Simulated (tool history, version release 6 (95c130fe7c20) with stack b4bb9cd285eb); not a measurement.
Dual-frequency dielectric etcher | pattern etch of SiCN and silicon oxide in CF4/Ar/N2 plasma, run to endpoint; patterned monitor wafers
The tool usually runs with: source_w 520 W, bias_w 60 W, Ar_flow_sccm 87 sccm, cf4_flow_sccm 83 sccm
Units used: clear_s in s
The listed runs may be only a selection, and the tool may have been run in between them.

run   hour  source_w  bias_w  Ar_flow_sccm  cf4_flow_sccm  incoming incoming film thickness, nm  clear_s
  1    0.0       480      60            87             83                                 12.25     12.9
  2   65.1       480      60            87             83                                 11.95     12.9
  3  130.1       480      60            87             83                                 12.09     12.8
  4  162.6       520      60            87             83                                 12.14     11.8
  5  220.8       600      60            87             73                                 12.13     10.2
     321.7  -- wet clean of the chamber
     333.1  -- upper electrode replaced
     380.1  -- source power generator calibrated
  6  387.8       600      60            87             73                                 12.25     11.0
  7  453.2       600      60            87             73                                 12.09     10.8
  8  515.6       520      60            87             83                                 12.09     12.4
  9  565.0       520      60            87             83                                 12.07     12.4
     642.4  -- bias power generator calibrated
     659.3  -- CF4 flow controller replaced
 10  709.1       520      48            87             83                                 12.02     13.2
     728.9  -- Ar flow controller replaced
 11  768.6       520      60            98             78                                 11.83     12.1
 12  799.2       520      72            87             77                                 12.00     11.4
 13  825.6       450      64            71             70                                 12.12     14.1
 14  856.8       520      73            87             83                                 12.19     11.3
 15  921.3       630      60           106             70                                 12.27     10.4
 16  967.2       570      69            87             83                                 12.09     10.2

4 options for the next run, each taken on its own from the tool as it stands now. Forecast them:
  A  967.6       520      60            87             83                                 12.26        ?
  B  967.6       390      45            87             83                                 12.26        ?
  C  967.6       450      60            87             83                                 12.26        ?
  D  967.6       520      53            77             83                                 12.26        ?

run  clear_s
  A     12.1
  B     19.1
  C     14.3
  D     12.5
With the hidden condition removed and each run's random variation left untouched, the same runs would have given:
run  clear_s
  A     12.4
  B     19.6
  C     14.7
  D     12.8

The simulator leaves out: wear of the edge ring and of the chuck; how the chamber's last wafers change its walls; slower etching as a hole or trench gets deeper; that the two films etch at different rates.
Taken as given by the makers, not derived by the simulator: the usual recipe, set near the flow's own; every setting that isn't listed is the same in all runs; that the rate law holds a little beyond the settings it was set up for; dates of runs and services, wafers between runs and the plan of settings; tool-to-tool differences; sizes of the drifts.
